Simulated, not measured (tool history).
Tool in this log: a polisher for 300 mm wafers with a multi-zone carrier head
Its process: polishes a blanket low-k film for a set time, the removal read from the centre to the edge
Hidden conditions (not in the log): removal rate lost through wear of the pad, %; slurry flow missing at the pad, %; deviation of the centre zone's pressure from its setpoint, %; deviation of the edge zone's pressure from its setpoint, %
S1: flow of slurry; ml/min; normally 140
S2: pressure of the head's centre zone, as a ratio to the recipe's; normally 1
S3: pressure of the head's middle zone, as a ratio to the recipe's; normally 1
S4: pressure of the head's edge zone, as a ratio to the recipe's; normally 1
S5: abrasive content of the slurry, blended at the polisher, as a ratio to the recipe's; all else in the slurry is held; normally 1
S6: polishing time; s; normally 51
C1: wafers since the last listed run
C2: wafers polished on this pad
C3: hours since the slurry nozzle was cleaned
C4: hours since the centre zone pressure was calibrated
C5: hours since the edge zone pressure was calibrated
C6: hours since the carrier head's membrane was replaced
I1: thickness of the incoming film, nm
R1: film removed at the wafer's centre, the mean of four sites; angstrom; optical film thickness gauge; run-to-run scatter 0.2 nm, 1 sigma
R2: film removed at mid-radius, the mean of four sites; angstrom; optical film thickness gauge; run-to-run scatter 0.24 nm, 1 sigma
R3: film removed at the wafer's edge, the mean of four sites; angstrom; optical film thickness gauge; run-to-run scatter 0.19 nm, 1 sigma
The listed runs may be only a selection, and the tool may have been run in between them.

run 1 hour=0 | S1=140 S2=1 S3=1 S4=1 S5=1 S6=51 | C1=0 C2=611 C3=197.4 C4=349.4 C5=390 C6=982.6 | I1=736.2 | R1=188 R2=189 R3=194
-- hour=16.6 worn pad replaced by a new one
run 2 hour=22.3 | S1=140 S2=1 S3=1 S4=1 S5=1 S6=51 | C1=246 C2=76 C3=219.7 C4=371.7 C5=412.3 C6=1004.9 | I1=740.3 | R1=190 R2=184 R3=197
run 3 hour=55.3 | S1=140 S2=1 S3=1 S4=1 S5=1 S6=51 | C1=443 C2=520 C3=252.7 C4=404.7 C5=445.3 C6=1037.9 | I1=740.6 | R1=192 R2=188 R3=195
run 4 hour=69.5 | S1=140 S2=1 S3=1 S4=1 S5=1 S6=42 | C1=190 C2=711 C3=266.9 C4=418.9 C5=459.5 C6=1052.1 | I1=741.5 | R1=157 R2=153 R3=160
-- hour=95.4 worn pad replaced by a new one
run 5 hour=96.8 | S1=140 S2=1 S3=1 S4=1 S5=1 S6=42 | C1=313 C2=19 C3=294.2 C4=446.2 C5=486.8 C6=1079.4 | I1=735.7 | R1=155 R2=152 R3=158
run 6 hour=109.4 | S1=140 S2=1 S3=1 S4=1 S5=1 S6=42 | C1=169 C2=188 C3=306.8 C4=458.8 C5=499.4 C6=1092 | I1=746.9 | R1=153 R2=152 R3=160
run 7 hour=129.2 | S1=140 S2=1 S3=1 S4=1 S5=1 S6=51 | C1=266 C2=455 C3=326.6 C4=478.6 C5=519.2 C6=1111.8 | I1=735.5 | R1=188 R2=186 R3=196
-- hour=145.3 centre zone pressure recalibrated
run 8 hour=153 | S1=140 S2=1 S3=1 S4=1 S5=1 S6=51 | C1=293 C2=748 C3=350.4 C4=7.7 C5=543 C6=1135.6 | I1=742.3 | R1=188 R2=185 R3=190
run 9 hour=167.4 | S1=140 S2=1 S3=1 S4=1 S5=1 S6=51 | C1=193 C2=941 C3=364.8 C4=22.1 C5=557.4 C6=1150 | I1=733.5 | R1=188 R2=186 R3=193
-- hour=172.1 worn pad replaced by a new one
run 10 hour=182.8 | S1=140 S2=1.05 S3=1 S4=1 S5=1 S6=51 | C1=153 C2=144 C3=380.2 C4=37.5 C5=572.8 C6=1165.4 | I1=739.6 | R1=200 R2=185 R3=193
run 11 hour=212 | S1=140 S2=1 S3=0.96 S4=1 S5=1.15 S6=51 | C1=392 C2=536 C3=409.4 C4=66.7 C5=602 C6=1194.6 | I1=754.7 | R1=198 R2=188 R3=206
-- hour=229.3 carrier head's membrane replaced by a new one
-- hour=233.1 worn pad replaced by a new one
run 12 hour=239.2 | S1=140 S2=1 S3=0.93 S4=1.07 S5=1 S6=51 | C1=246 C2=81 C3=436.6 C4=93.9 C5=629.2 C6=9.9 | I1=734 | R1=190 R2=172 R3=201
-- hour=245.2 slurry nozzle cleaned
-- hour=256 edge zone pressure recalibrated
run 13 hour=256.5 | S1=140 S2=1 S3=1 S4=1 S5=1.2 S6=46 | C1=192 C2=273 C3=11.3 C4=111.2 C5=0.5 C6=27.2 | I1=733.9 | R1=167 R2=166 R3=178
run 14 hour=269.9 | S1=140 S2=1 S3=1 S4=1 S5=1 S6=51 | C1=180 C2=454 C3=24.7 C4=124.6 C5=13.9 C6=40.6 | I1=733.9 | R1=175 R2=173 R3=182
run 15 hour=295 | S1=140 S2=1 S3=1 S4=0.88 S5=1 S6=61 | C1=337 C2=791 C3=49.8 C4=149.7 C5=39 C6=65.7 | I1=744.8 | R1=206 R2=202 R3=207
-- hour=313.7 worn pad replaced by a new one
run 16 hour=324.7 | S1=140 S2=1 S3=1 S4=1.04 S5=1 S6=51 | C1=345 C2=148 C3=79.5 C4=179.4 C5=68.7 C6=95.4 | I1=743.6 | R1=170 R2=172 R3=184
-- hour=326.4 slurry nozzle cleaned, repeated, since the last time left the tool worse
run 17 hour=357.7 | S1=190 S2=1.08 S3=1 S4=1 S5=1 S6=64 | C1=430 C2=578 C3=31.3 C4=212.4 C5=101.7 C6=128.4 | I1=730.6 | R1=280 R2=247 R3=255

Below are 4 alternative next runs, each starting from the tool's condition after run 17. Predict each:
run A hour=358.1 | S1=140 S2=1 S3=1 S4=1 S5=1 S6=51 | C1=5 C2=583 C3=31.7 C4=212.8 C5=102.1 C6=128.8 | I1=739.3 | R1=? R2=? R3=?
run B hour=358.1 | S1=190 S2=1 S3=1 S4=0.95 S5=1.15 S6=39 | C1=5 C2=583 C3=31.7 C4=212.8 C5=102.1 C6=128.8 | I1=739.3 | R1=? R2=? R3=?
run C hour=358.1 | S1=140 S2=1 S3=1 S4=0.93 S5=1 S6=51 | C1=5 C2=583 C3=31.7 C4=212.8 C5=102.1 C6=128.8 | I1=739.3 | R1=? R2=? R3=?
run D hour=358.1 | S1=140 S2=1.11 S3=1 S4=1 S5=0.8 S6=51 | C1=5 C2=583 C3=31.7 C4=212.8 C5=102.1 C6=128.8 | I1=739.3 | R1=? R2=? R3=?

run=A R1=198 R2=194 R3=199
run=B R1=168 R2=163 R3=162
run=C R1=198 R2=194 R3=192
run=D R1=202 R2=178 R3=183
Without the tool's hidden state the same runs would have given:
run=A R1=200 R2=195 R3=200
run=B R1=169 R2=165 R3=162
run=C R1=200 R2=196 R3=193
run=D R1=204 R2=180 R3=184
